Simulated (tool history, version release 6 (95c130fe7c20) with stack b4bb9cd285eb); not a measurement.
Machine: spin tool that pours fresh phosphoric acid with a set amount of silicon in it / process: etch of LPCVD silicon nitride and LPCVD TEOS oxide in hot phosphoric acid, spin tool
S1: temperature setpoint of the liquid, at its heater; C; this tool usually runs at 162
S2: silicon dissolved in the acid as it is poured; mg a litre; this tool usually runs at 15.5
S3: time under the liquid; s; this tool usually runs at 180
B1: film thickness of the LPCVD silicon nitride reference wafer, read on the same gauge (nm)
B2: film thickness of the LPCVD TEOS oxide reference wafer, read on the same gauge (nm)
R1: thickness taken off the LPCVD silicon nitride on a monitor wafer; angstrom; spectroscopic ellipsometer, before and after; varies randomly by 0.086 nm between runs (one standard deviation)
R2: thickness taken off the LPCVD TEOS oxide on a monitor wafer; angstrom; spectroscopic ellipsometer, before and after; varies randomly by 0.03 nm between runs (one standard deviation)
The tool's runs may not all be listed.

{"run": 1, "day": 0.0, "S1": 162, "S2": 6, "S3": 95, "B1": 90, "B2": 69.994, "R1": 70.1, "R2": 2.16}
{"run": 2, "day": 1.292, "S1": 162, "S2": 15.5, "S3": 180, "B1": 90.02, "B2": 70.031, "R1": 131.8, "R2": 3.29}
{"run": 3, "day": 1.988, "S1": 162, "S2": 15.5, "S3": 180, "B1": 89.97, "B2": 70.006, "R1": 131.8, "R2": 3.7}
{"run": 4, "day": 3.246, "S1": 162, "S2": 15.5, "S3": 180, "B1": 89.99, "B2": 69.993, "R1": 130.1, "R2": 2.91}
{"run": 5, "day": 4.688, "S1": 164.5, "S2": 5.5, "S3": 180, "B1": 90, "B2": 70, "R1": 143, "R2": 4.7}
{"run": 6, "day": 5.704, "S1": 164.5, "S2": 5.5, "S3": 180, "B1": 89.99, "B2": 69.999, "R1": 141.5, "R2": 4.42}
{"run": 7, "day": 6.271, "S1": 161, "S2": 15.5, "S3": 230, "B1": 89.97, "B2": 69.999, "R1": 159.9, "R2": 3.03}
{"run": 8, "day": 7.367, "S1": 162, "S2": 15.5, "S3": 180, "B1": 89.98, "B2": 70.009, "R1": 129.4, "R2": 2.54}
{"run": 9, "day": 8.521, "S1": 162, "S2": 15.5, "S3": 140, "B1": 90.04, "B2": 69.988, "R1": 117.9, "R2": 3.46}
{"run": 10, "day": 9.525, "S1": 160.5, "S2": 7, "S3": 275, "B1": 89.97, "B2": 69.981, "R1": 220.1, "R2": 7.16}
{"run": 11, "day": 10.217, "S1": 162, "S2": 15.5, "S3": 180, "B1": 90, "B2": 69.981, "R1": 150.4, "R2": 4.59}
{"run": 12, "day": 11.558, "S1": 164.5, "S2": 15.5, "S3": 215, "B1": 89.97, "B2": 70.002, "R1": 194.2, "R2": 5.7}
{"run": 13, "day": 12.329, "S1": 164, "S2": 23, "S3": 180, "B1": 89.97, "B2": 69.991, "R1": 160.4, "R2": 4.18}
{"run": 14, "day": 13.283, "S1": 162, "S2": 15.5, "S3": 180, "B1": 90.02, "B2": 69.977, "R1": 150, "R2": 4.16}
{"run": 15, "day": 14.354, "S1": 159.5, "S2": 7.5, "S3": 125, "B1": 90.04, "B2": 69.986, "R1": 95.9, "R2": 3.17}

Not shown: 4 entries that the log had between the listed runs. Between which runs, and how does the tool's hidden state differ before and after?
After run 5, before run 6: thermometer replaced (day 4.792)
  temperature lost on the way to the wafer (K): 4.63 -> 4.72
  measured result minus the result with no hidden state, R1: -23.9 -> -24 angstrom; R2: -1.9 -> -1.82 angstrom
After run 6, before run 7: gauge calibrated (day 5.742)
  temperature lost on the way to the wafer (K): 4.72 -> 4.76
  measured result minus the result with no hidden state, R1: -24 -> -27.9 angstrom; R2: -1.82 -> -1.29 angstrom
After run 8, before run 9: heated supply line repaired (day 8.125)
  temperature lost on the way to the wafer (K): 4.85 -> 0.152
  measured result minus the result with no hidden state, R1: -22.9 -> -0.6 angstrom; R2: -1.1 -> -0.04 angstrom
After run 11, before run 12: dissolved silicon flow meter replaced (day 10.462)
  temperature lost on the way to the wafer (K): 0.287 -> 0.393
  measured result minus the result with no hidden state, R1: -1.5 -> -2.6 angstrom; R2: -0.1 -> -0.16 angstrom

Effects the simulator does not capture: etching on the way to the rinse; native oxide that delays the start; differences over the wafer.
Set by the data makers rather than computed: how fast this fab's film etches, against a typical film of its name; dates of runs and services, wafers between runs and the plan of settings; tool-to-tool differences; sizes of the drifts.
